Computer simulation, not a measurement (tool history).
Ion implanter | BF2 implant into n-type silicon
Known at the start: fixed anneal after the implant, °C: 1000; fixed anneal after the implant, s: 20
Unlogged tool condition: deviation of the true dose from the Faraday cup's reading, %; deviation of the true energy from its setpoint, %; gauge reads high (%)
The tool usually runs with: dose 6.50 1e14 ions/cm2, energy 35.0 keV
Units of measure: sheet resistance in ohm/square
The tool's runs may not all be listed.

run   hour  dose  energy  wafers since the last listed run  hours since the last dose calibration  hours since the extraction supply was calibrated  hours since the gauge calibration  read-back reference wafer on the same gauge, sheet resistance  sheet resistance
  1    0.0  6.05    26.0                                 0                                  410.5                                            3475.6                              713.6                                                         149.04            201.96
  2   47.9  6.05    26.0                              1171                                  458.4                                            3523.5                              761.5                                                         149.03            202.49
  3  102.1  6.05    26.0                              1325                                  512.6                                            3577.7                              815.7                                                         148.95            201.65
  4  141.2  5.87    35.0                               956                                  551.7                                            3616.8                              854.8                                                         148.99            193.33
     144.0  -- gauge calibrated
  5  177.7  5.87    35.0                               892                                  588.2                                            3653.3                               33.7                                                         148.99            193.57
  6  209.2  5.87    35.0                               770                                  619.7                                            3684.8                               65.2                                                         148.98            193.91
  7  385.1  7.35    35.0                              4303                                  795.6                                            3860.7                              241.1                                                         149.05            165.70
  8  435.8  7.35    35.0                              1240                                  846.3                                            3911.4                              291.8                                                         148.97            166.13
  9  475.3  7.35    35.0                               966                                  885.8                                            3950.9                              331.3                                                         148.97            166.51
     534.9  -- Faraday cup replaced and dose calibrated
 10  545.6  6.05    35.0                              1524                                   10.7                                            4021.2                              401.6                                                         149.00            187.67
 11  598.1  6.05    35.0                              1284                                   63.2                                            4073.7                              454.1                                                         149.05            187.99
 12  647.0  6.05    35.0                              1196                                  112.1                                            4122.6                              503.0                                                         148.95            188.51
 13  703.3  6.50    35.0                              1377                                  168.4                                            4178.9                              559.3                                                         149.00            178.92
 14  755.1  7.35    35.0                              1267                                  220.2                                            4230.7                              611.1                                                         149.02            165.13
 15  783.5  6.50    35.0                               694                                  248.6                                            4259.1                              639.5                                                         148.99            179.00
 16  854.1  4.88    24.5                              1727                                  319.2                                            4329.7                              710.1                                                         148.99            237.27
     868.4  -- extraction supply calibrated
 17  886.7  7.22    28.0                               601                                  351.8                                              18.3                              742.7                                                         149.01            178.02
     929.1  -- gauge calibrated
 18  936.2  7.31    26.5                              1210                                  401.3                                              67.8                                7.1                                                         149.02            180.28

Predict the results of run 19:
 19  989.0  6.50    35.0                              1291                                  454.1                                             120.6                               59.9                                                              ?                 ?

{"run 19": {"read-back reference wafer on the same gauge, sheet resistance": 149.0, "sheet resistance": 179.87}}
If the tool had no hidden condition, the same run with the same run-to-run variation would have returned sheet resistance 178.19 ohm/square.

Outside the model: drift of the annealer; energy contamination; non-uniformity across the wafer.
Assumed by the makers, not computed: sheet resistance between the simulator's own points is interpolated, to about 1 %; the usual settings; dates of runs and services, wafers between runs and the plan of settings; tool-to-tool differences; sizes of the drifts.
